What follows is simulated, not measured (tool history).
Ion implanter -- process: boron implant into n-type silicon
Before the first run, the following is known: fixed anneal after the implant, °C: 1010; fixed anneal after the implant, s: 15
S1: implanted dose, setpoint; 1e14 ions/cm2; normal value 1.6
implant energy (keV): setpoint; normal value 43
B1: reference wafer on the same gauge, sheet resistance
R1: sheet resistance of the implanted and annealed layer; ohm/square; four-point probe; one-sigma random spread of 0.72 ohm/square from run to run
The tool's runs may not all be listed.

{"run": 1, "day": 0.0, "S1": 1.6, "implant energy (keV)": 49.5, "B1": 498.75, "R1": 463.85}
{"run": 2, "day": 2.367, "S1": 1.6, "implant energy (keV)": 49.5, "B1": 499.08, "R1": 461.74}
{"run": 3, "day": 3.392, "S1": 1.6, "implant energy (keV)": 49.5, "B1": 499.33, "R1": 463.16}
{"run": 4, "day": 4.804, "S1": 1.6, "implant energy (keV)": 43, "B1": 498.98, "R1": 474.38}
{"run": 5, "day": 7.533, "S1": 1.6, "implant energy (keV)": 43, "B1": 498.89, "R1": 473.04}
{"run": 6, "day": 9.629, "S1": 1.36, "implant energy (keV)": 38, "B1": 499.35, "R1": 542.87}
{"run": 7, "day": 10.679, "S1": 1.78, "implant energy (keV)": 49.5, "B1": 498.94, "R1": 429.74}
{"run": 8, "day": 13.538, "S1": 1.6, "implant energy (keV)": 43, "B1": 499.47, "R1": 473.01}
{"run": 9, "day": 15.738, "S1": 1.6, "implant energy (keV)": 48, "B1": 498.89, "R1": 464.32}
{"run": 10, "day": 18.133, "S1": 1.6, "implant energy (keV)": 48, "B1": 499.17, "R1": 466.01}
{"run": 11, "day": 25.458, "S1": 1.6, "implant energy (keV)": 35, "B1": 499, "R1": 488.95}
{"run": 12, "day": 27.825, "S1": 1.6, "implant energy (keV)": 35, "B1": 498.96, "R1": 488.53}
{"day": 29.092, "done": "extraction supply calibrated"}
{"run": 13, "day": 29.638, "S1": 1.6, "implant energy (keV)": 43, "B1": 499.23, "R1": 472.39}
{"run": 14, "day": 32.438, "S1": 1.6, "implant energy (keV)": 43, "B1": 498.93, "R1": 473.09}
{"day": 34.162, "done": "Faraday cup replaced and dose calibrated"}
{"run": 15, "day": 34.321, "S1": 1.6, "implant energy (keV)": 43, "B1": 499.09, "R1": 478.51}
{"run": 16, "day": 36.762, "S1": 1.6, "implant energy (keV)": 43, "B1": 498.84, "R1": 477.71}
{"run": 17, "day": 37.967, "S1": 1.6, "implant energy (keV)": 43, "B1": 498.82, "R1": 475.43}
{"run": 18, "day": 39.488, "S1": 1.6, "implant energy (keV)": 43, "B1": 499.43, "R1": 475.52}
{"run": 19, "day": 42.15, "S1": 1.6, "implant energy (keV)": 43, "B1": 498.9, "R1": 477.22}
{"run": 20, "day": 43.45, "S1": 1.6, "implant energy (keV)": 43, "B1": 498.82, "R1": 476.18}
{"run": 21, "day": 52.017, "S1": 1.87, "implant energy (keV)": 56, "B1": 498.63, "R1": 407.05}
{"run": 22, "day": 54.404, "S1": 1.81, "implant energy (keV)": 34.5, "B1": 499.12, "R1": 449.04}
{"run": 23, "day": 56.617, "S1": 1.33, "implant energy (keV)": 36.5, "B1": 498.66, "R1": 559.06}
{"day": 58.712, "done": "gauge calibrated"}
{"run": 24, "day": 59.312, "S1": 1.79, "implant energy (keV)": 52.5, "B1": 498.99, "R1": 422.8}

Estimate the outcome of run 25 from the log above:
{"run": 25, "day": 61.258, "S1": 1.13, "implant energy (keV)": 33, "B1": "?", "R1": "?"}

{"run 25": {"B1": 499, "R1": 639.1}}
With no hidden state in the tool, this same run would have given R1 643.89 ohm/square.

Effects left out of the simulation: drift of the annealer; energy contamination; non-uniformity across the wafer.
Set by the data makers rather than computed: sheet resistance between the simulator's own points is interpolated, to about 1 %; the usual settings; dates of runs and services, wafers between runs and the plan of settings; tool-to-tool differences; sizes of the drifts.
